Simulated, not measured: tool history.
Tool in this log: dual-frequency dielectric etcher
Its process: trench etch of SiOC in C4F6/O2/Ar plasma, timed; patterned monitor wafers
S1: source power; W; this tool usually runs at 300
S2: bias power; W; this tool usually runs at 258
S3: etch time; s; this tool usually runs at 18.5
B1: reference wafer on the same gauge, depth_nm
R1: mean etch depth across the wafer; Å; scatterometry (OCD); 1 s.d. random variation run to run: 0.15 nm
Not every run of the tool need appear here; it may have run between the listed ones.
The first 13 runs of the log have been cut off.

run   hour   S1   S2    S3     B1     R1
 14  160.6  300  258  18.5  35.45  385.8
 15    171  350  293    23  35.57    513
     192.8  -- bias power generator calibrated
 16  193.3  250  258  23.5  35.52  471.4
 17  203.4  300  258    22  35.52  457.2
 18  220.6  340  201    23  35.51    457
     229.4  -- source power generator calibrated
 19  230.1  320  275  18.5  35.49  397.1
 20  240.1  280  258  18.5   35.5  378.2
 21  273.8  300  258  18.5  35.48  384.6
     280.2  -- gauge calibrated
     306.5  -- upper electrode replaced
 22    307  300  258  18.5  35.49  385.4
 23  307.3  360  258  18.5  35.51  397.9
 24  309.2  300  307  14.5  35.53  317.6
 25  319.1  360  291    15  35.52  334.5
 26  372.5  330  275  18.5  35.53  397.3
 27  383.7  300  258  18.5  35.52  383.1
 28    395  300  258  21.5  35.47  444.6
 29  410.4  300  219  18.5  35.47  367.8
 30  427.8  320  206    21  35.53  418.2
 31  443.8  300  258  18.5  35.48  384.5

Below are 3 alternative next runs, each starting from the tool's condition after run 31. Predict each:
  A  444.2  300  221  18.5   ?   ?
  B  444.2  300  204  18.5   ?   ?
  C  444.2  380  258  18.5   ?   ?

run    B1     R1
  A  35.5  369.6
  B  35.5  361.9
  C  35.5  404.4
With the hidden condition removed and each run's random variation left untouched, the same runs would have given:
run     R1
  A  369.6
  B  361.9
  C  404.4

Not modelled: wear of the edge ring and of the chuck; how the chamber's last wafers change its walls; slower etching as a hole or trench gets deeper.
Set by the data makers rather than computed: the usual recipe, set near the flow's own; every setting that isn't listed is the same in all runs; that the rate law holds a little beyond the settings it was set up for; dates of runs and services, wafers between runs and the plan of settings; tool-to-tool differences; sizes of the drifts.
